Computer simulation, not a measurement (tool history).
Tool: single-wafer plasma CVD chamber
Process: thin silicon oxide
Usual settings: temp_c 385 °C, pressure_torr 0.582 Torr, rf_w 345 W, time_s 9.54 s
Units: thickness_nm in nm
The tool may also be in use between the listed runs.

run    hour  temp_c  pressure_torr  rf_w  time_s  wafers since the last listed run  hours since the last thermocouple change  hours since the last RF generator calibration  hours since the last manometer calibration  hours since the showerhead was replaced  hours since the gauge calibration  read-back reference wafer on the same gauge, thickness_nm  thickness_nm
  1     0.0     385          0.582   345    9.54                                 0                                    1801.3                                          381.5                                      2186.7                                   3436.8                              231.8                                                     15.121        14.186
  2    66.8     385          0.582   325    9.54                              2280                                    1868.1                                          448.3                                      2253.5                                   3503.6                              298.6                                                     15.086        14.000
  3   135.8     392          0.582   345    9.54                              2355                                    1937.1                                          517.3                                      2322.5                                   3572.6                              367.6                                                     15.096        14.326
  4   198.5     392          0.582   345    9.54                              2140                                    1999.8                                          580.0                                      2385.2                                   3635.3                              430.3                                                     15.082        14.221
  5   240.5     392          0.582   345    9.54                              1433                                    2041.8                                          622.0                                      2427.2                                   3677.3                              472.3                                                     15.095        14.221
  6   271.5     385          0.517   345    9.54                              1058                                    2072.8                                          653.0                                      2458.2                                   3708.3                              503.3                                                     15.092        12.540
  7   325.0     385          0.582   345    9.54                              1826                                    2126.3                                          706.5                                      2511.7                                   3761.8                              556.8                                                     15.082        14.302
      424.7  -- thermocouple changed; heater temperature recalibrated
      481.9  -- capacitance manometer re-zeroed and calibrated
  8   485.9     385          0.629   345    9.54                              4946                                      61.2                                          867.4                                         4.0                                   3922.7                              717.7                                                     15.092        14.754
  9   518.2     385          0.629   345    9.54                              1102                                      93.5                                          899.7                                        36.3                                   3955.0                              750.0                                                     15.096        14.702
 10   548.7     385          0.582   345    9.54                              1041                                     124.0                                          930.2                                        66.8                                   3985.5                              780.5                                                     15.090        13.678
      577.7  -- RF generator calibrated
 11   578.2     385          0.582   345    9.54                               733                                     153.5                                            0.5                                        96.3                                   4015.0                              810.0                                                     15.072        13.760
 12   632.2     385          0.582   345    9.54                              1843                                     207.5                                           54.5                                       150.3                                   4069.0                              864.0                                                     15.093        13.606
      652.9  -- gauge calibrated
 13   660.6     385          0.582   345   10.39                               969                                     235.9                                           82.9                                       178.7                                   4097.4                                7.7                                                     15.114        14.969
 14   715.9     380          0.493   285    8.57                              1887                                     291.2                                          138.2                                       234.0                                   4152.7                               63.0                                                     15.104         9.755
 15   750.0     385          0.582   345    9.54                              1164                                     325.3                                          172.3                                       268.1                                   4186.8                               97.1                                                     15.124        13.763
      803.6  -- showerhead replaced
 16   804.1     392          0.703   305    8.05                              1573                                     379.4                                          226.4                                       322.2                                      0.5                              151.2                                                     15.097        13.255
 17   855.7     385          0.582   365    8.75                              1761                                     431.0                                          278.0                                       373.8                                     52.1                              202.8                                                     15.097        12.932
 18   924.4     371          0.709   390    8.99                              2345                                     499.7                                          346.7                                       442.5                                    120.8                              271.5                                                     15.083        16.605
 19   981.9     385          0.582   345    9.54                              1962                                     557.2                                          404.2                                       500.0                                    178.3                              329.0                                                     15.099        13.739
 20  1022.9     400          0.451   390    8.85                              1399                                     598.2                                          445.2                                       541.0                                    219.3                              370.0                                                     15.086        10.192
 21  1059.1     376          0.647   280    8.33                              1235                                     634.4                                          481.4                                       577.2                                    255.5                              406.2                                                     15.095        12.419
 22  1125.3     379          0.582   345    9.54                              2259                                     700.6                                          547.6                                       643.4                                    321.7                              472.4                                                     15.109        13.775
 23  1165.3     372          0.501   325   11.43                              1365                                     740.6                                          587.6                                       683.4                                    361.7                              512.4                                                     15.115        13.957

4 ways to go on from here, each from the tool as it stands after run 23. What would each give?
  A  1165.7     385          0.582   345    9.54                                13                                     741.0                                          588.0                                       683.8                                    362.1                              512.8                                                          ?             ?
  B  1165.7     385          0.462   345    7.64                                13                                     741.0                                          588.0                                       683.8                                    362.1                              512.8                                                          ?             ?
  C  1165.7     385          0.691   345   11.25                                13                                     741.0                                          588.0                                       683.8                                    362.1                              512.8                                                          ?             ?
  D  1165.7     380          0.444   345    9.54                                13                                     741.0                                          588.0                                       683.8                                    362.1                              512.8                                                          ?             ?

run  read-back reference wafer on the same gauge, thickness_nm  thickness_nm
  A                                                     15.077        13.736
  B                                                     15.077         8.718
  C                                                     15.077        19.197
  D                                                     15.077        10.470
Without the tool's hidden state the same runs would have given:
run  thickness_nm
  A        13.618
  B         8.641
  C        19.038
  D        10.369
